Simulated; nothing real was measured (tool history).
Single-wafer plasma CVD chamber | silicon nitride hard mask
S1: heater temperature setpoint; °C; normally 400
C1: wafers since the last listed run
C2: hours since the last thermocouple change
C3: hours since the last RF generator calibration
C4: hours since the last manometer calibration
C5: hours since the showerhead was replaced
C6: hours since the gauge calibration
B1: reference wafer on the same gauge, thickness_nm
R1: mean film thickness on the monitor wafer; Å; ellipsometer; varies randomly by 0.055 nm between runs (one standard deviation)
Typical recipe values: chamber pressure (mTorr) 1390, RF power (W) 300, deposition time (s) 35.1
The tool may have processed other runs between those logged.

run 1 day=0 | S1=400 chamber_pressure_(mTorr)=1160 RF_power_(W)=300 deposition_time_(s)=35.1 | C1=0 C2=1274 C3=2310.6 C4=1523.5 C5=3071.8 C6=123.1 | B1=36.218 | R1=330.62
run 2 day=0.633 | S1=400 chamber_pressure_(mTorr)=1390 RF_power_(W)=300 deposition_time_(s)=35.1 | C1=304 C2=1289.2 C3=2325.8 C4=1538.7 C5=3087 C6=138.3 | B1=36.207 | R1=349.17
run 3 day=0.925 | S1=400 chamber_pressure_(mTorr)=1390 RF_power_(W)=300 deposition_time_(s)=35.1 | C1=140 C2=1296.2 C3=2332.8 C4=1545.7 C5=3094 C6=145.3 | B1=36.214 | R1=347.97
run 4 day=3.075 | S1=400 chamber_pressure_(mTorr)=1390 RF_power_(W)=300 deposition_time_(s)=35.1 | C1=1034 C2=1347.8 C3=2384.4 C4=1597.3 C5=3145.6 C6=196.9 | B1=36.185 | R1=346.64
run 5 day=3.796 | S1=400 chamber_pressure_(mTorr)=1390 RF_power_(W)=300 deposition_time_(s)=35.1 | C1=346 C2=1365.1 C3=2401.7 C4=1614.6 C5=3162.9 C6=214.2 | B1=36.213 | R1=346.17
run 6 day=4.358 | S1=400 chamber_pressure_(mTorr)=1390 RF_power_(W)=300 deposition_time_(s)=35.1 | C1=270 C2=1378.6 C3=2415.2 C4=1628.1 C5=3176.4 C6=227.7 | B1=36.202 | R1=346.62
run 7 day=4.788 | S1=400 chamber_pressure_(mTorr)=1390 RF_power_(W)=300 deposition_time_(s)=35.1 | C1=206 C2=1388.9 C3=2425.5 C4=1638.4 C5=3186.7 C6=238 | B1=36.208 | R1=347.59
run 8 day=6.2 | S1=400 chamber_pressure_(mTorr)=1390 RF_power_(W)=300 deposition_time_(s)=35.1 | C1=679 C2=1422.8 C3=2459.4 C4=1672.3 C5=3220.6 C6=271.9 | B1=36.19 | R1=345.43
-- day=6.888 capacitance manometer re-zeroed and calibrated
-- day=6.921 showerhead replaced
run 9 day=6.942 | S1=400 chamber_pressure_(mTorr)=1390 RF_power_(W)=300 deposition_time_(s)=35.1 | C1=179 C2=1440.6 C3=2477.2 C4=1.3 C5=0.5 C6=289.7 | B1=36.204 | R1=345.63
run 10 day=6.992 | S1=400 chamber_pressure_(mTorr)=1390 RF_power_(W)=300 deposition_time_(s)=35.1 | C1=24 C2=1441.8 C3=2478.4 C4=2.5 C5=1.7 C6=290.9 | B1=36.205 | R1=345.35
run 11 day=7.304 | S1=400 chamber_pressure_(mTorr)=1390 RF_power_(W)=300 deposition_time_(s)=35.1 | C1=150 C2=1449.3 C3=2485.9 C4=10 C5=9.2 C6=298.4 | B1=36.194 | R1=345.34
-- day=7.388 gauge calibrated
run 12 day=7.812 | S1=400 chamber_pressure_(mTorr)=1390 RF_power_(W)=300 deposition_time_(s)=33.1 | C1=244 C2=1461.5 C3=2498.1 C4=22.2 C5=21.4 C6=10.2 | B1=36.199 | R1=325.84
run 13 day=8.458 | S1=400 chamber_pressure_(mTorr)=1600 RF_power_(W)=300 deposition_time_(s)=40.8 | C1=310 C2=1477 C3=2513.6 C4=37.7 C5=36.9 C6=25.7 | B1=36.21 | R1=416.77
-- day=8.812 thermocouple changed; heater temperature recalibrated
run 14 day=8.833 | S1=400 chamber_pressure_(mTorr)=1390 RF_power_(W)=335 deposition_time_(s)=35.1 | C1=20 C2=0.5 C3=2522.6 C4=46.7 C5=45.9 C6=34.7 | B1=36.202 | R1=372.83
-- day=9.254 RF generator calibrated
run 15 day=9.362 | S1=400 chamber_pressure_(mTorr)=1390 RF_power_(W)=300 deposition_time_(s)=35.1 | C1=94 C2=13.2 C3=2.6 C4=59.4 C5=58.6 C6=47.4 | B1=36.197 | R1=362.13
run 16 day=9.688 | S1=387 chamber_pressure_(mTorr)=1390 RF_power_(W)=340 deposition_time_(s)=35.1 | C1=156 C2=21 C3=10.4 C4=67.2 C5=66.4 C6=55.2 | B1=36.207 | R1=396.86
run 17 day=10.421 | S1=400 chamber_pressure_(mTorr)=1390 RF_power_(W)=300 deposition_time_(s)=35.1 | C1=352 C2=38.6 C3=28 C4=84.8 C5=84 C6=72.8 | B1=36.205 | R1=363.26
run 18 day=10.717 | S1=400 chamber_pressure_(mTorr)=1060 RF_power_(W)=265 deposition_time_(s)=38.5 | C1=142 C2=45.7 C3=35.1 C4=91.9 C5=91.1 C6=79.9 | B1=36.202 | R1=336.4
run 19 day=11.262 | S1=386 chamber_pressure_(mTorr)=1390 RF_power_(W)=300 deposition_time_(s)=35.1 | C1=262 C2=58.8 C3=48.2 C4=105 C5=104.2 C6=93 | B1=36.192 | R1=364.45
run 20 day=11.533 | S1=400 chamber_pressure_(mTorr)=1390 RF_power_(W)=300 deposition_time_(s)=35.1 | C1=130 C2=65.3 C3=54.7 C4=111.5 C5=110.7 C6=99.5 | B1=36.21 | R1=362.62
run 21 day=12.192 | S1=400 chamber_pressure_(mTorr)=1390 RF_power_(W)=265 deposition_time_(s)=38.8 | C1=316 C2=81.1 C3=70.5 C4=127.3 C5=126.5 C6=115.3 | B1=36.199 | R1=367.6
run 22 day=12.746 | S1=400 chamber_pressure_(mTorr)=1390 RF_power_(W)=300 deposition_time_(s)=35.1 | C1=266 C2=94.4 C3=83.8 C4=140.6 C5=139.8 C6=128.6 | B1=36.204 | R1=362.63

Branching from run 22: 4 alternative next runs. What would each branch give?
run A day=12.762 | S1=400 chamber_pressure_(mTorr)=1390 RF_power_(W)=300 deposition_time_(s)=35.1 | C1=8 C2=94.8 C3=84.2 C4=141 C5=140.2 C6=129 | B1=? | R1=?
run B day=12.762 | S1=400 chamber_pressure_(mTorr)=1390 RF_power_(W)=265 deposition_time_(s)=35.1 | C1=8 C2=94.8 C3=84.2 C4=141 C5=140.2 C6=129 | B1=? | R1=?
run C day=12.762 | S1=386 chamber_pressure_(mTorr)=1240 RF_power_(W)=245 deposition_time_(s)=28.8 | C1=8 C2=94.8 C3=84.2 C4=141 C5=140.2 C6=129 | B1=? | R1=?
run D day=12.762 | S1=389 chamber_pressure_(mTorr)=1130 RF_power_(W)=300 deposition_time_(s)=29.1 | C1=8 C2=94.8 C3=84.2 C4=141 C5=140.2 C6=129 | B1=? | R1=?

run=A B1=36.194 R1=362.56
run=B B1=36.194 R1=332.37
run=C B1=36.194 R1=251.01
run=D B1=36.194 R1=284.34
With no hidden state in the tool, these same runs would have given:
run=A R1=366.64
run=B R1=336.26
run=C R1=253.94
run=D R1=287.54

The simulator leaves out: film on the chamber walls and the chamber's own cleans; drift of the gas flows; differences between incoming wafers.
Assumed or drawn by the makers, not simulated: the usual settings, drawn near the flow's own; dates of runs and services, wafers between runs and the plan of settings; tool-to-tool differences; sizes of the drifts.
